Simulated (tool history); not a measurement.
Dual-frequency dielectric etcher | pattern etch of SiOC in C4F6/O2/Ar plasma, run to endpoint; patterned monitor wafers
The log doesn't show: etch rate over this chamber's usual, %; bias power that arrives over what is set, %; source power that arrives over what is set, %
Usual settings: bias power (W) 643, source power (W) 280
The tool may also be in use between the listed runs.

| run | hour | bias power (W) | source power (W) | wafers since the last listed run | hours since the last wet clean | hours since the last bias power generator calibration | hours since the last source power generator calibration | hours since the last upper electrode change | incoming incoming film thickness, nm | endpoint time (s) |
|---|---|---|---|---|---|---|---|---|---|---|
| 1 | 0 | 643 | 280 | 0 | 89 | 2766.5 | 1375.4 | 4773.5 | 37.78 | 15.2 |
| 2 | 48.4 | 643 | 260 | 1013 | 137.4 | 2814.9 | 1423.8 | 4821.9 | 37.77 | 15.7 |
| 3 | 87.4 | 643 | 280 | 816 | 176.4 | 2853.9 | 1462.8 | 4860.9 | 37.79 | 15.2 |
| 4 | 119.3 | 643 | 280 | 667 | 208.3 | 2885.8 | 1494.7 | 4892.8 | 37.52 | 14.9 |
| 5 | 174.4 | 643 | 280 | 1153 | 263.4 | 2940.9 | 1549.8 | 4947.9 | 37.85 | 14.9 |
| 6 | 210.4 | 643 | 280 | 753 | 299.4 | 2976.9 | 1585.8 | 4983.9 | 37.08 | 14.8 |
| 7 | 265.4 | 589 | 280 | 1151 | 354.4 | 3031.9 | 1640.8 | 5038.9 | 37.16 | 15.2 |
| 8 | 313.2 | 589 | 280 | 1000 | 402.2 | 3079.7 | 1688.6 | 5086.7 | 37.14 | 15.3 |
| 9 | 368.5 | 589 | 280 | 1157 | 457.5 | 3135 | 1743.9 | 5142 | 37.45 | 15.3 |
| 10 | 399.6 | 643 | 240 | 651 | 488.6 | 3166.1 | 1775 | 5173.1 | 37.8 | 16 |
|  | 435.9 | wet clean of the chamber |
| 11 | 445.7 | 495 | 280 | 462 | 9.8 | 3212.2 | 1821.1 | 5219.2 | 37.24 | 16.5 |
| 12 | 517.6 | 719 | 300 | 1505 | 81.7 | 3284.1 | 1893 | 5291.1 | 37.44 | 13.9 |
| 13 | 554.7 | 708 | 230 | 776 | 118.8 | 3321.2 | 1930.1 | 5328.2 | 37.21 | 15.7 |
|  | 567.9 | bias power generator calibrated |
| 14 | 596.7 | 573 | 210 | 795 | 160.8 | 28.8 | 1972.1 | 5370.2 | 37.44 | 18 |
|  | 645.1 | source power generator calibrated |
| 15 | 659 | 571 | 250 | 1220 | 223.1 | 91.1 | 13.9 | 5432.5 | 37.48 | 16.5 |
|  | 711.9 | upper electrode replaced |
| 16 | 722.4 | 573 | 210 | 824 | 286.5 | 154.5 | 77.3 | 10.5 | 37.4 | 17.8 |
| 17 | 907.5 | 581 | 250 | 3874 | 471.6 | 339.6 | 262.4 | 195.6 | 37.54 | 16.2 |
|  | 951 | wet clean of the chamber |
| 18 | 1086.4 | 643 | 280 | 3242 | 135.4 | 518.5 | 441.3 | 374.5 | 37.38 | 14.9 |

3 ways to go on from here, each from the tool as it stands after run 18. What would each give?
| A | 1086.8 | 643 | 280 | 8 | 135.8 | 518.9 | 441.7 | 374.9 | 37.62 | ? |
| B | 1086.8 | 643 | 340 | 8 | 135.8 | 518.9 | 441.7 | 374.9 | 37.62 | ? |
| C | 1086.8 | 721 | 220 | 8 | 135.8 | 518.9 | 441.7 | 374.9 | 37.62 | ? |

| run | endpoint time (s) |
|---|---|
| A | 15 |
| B | 13.8 |
| C | 16 |
Without the tool's hidden state the same runs would have given:
| run | endpoint time (s) |
|---|---|
| A | 15.1 |
| B | 13.9 |
| C | 16.1 |
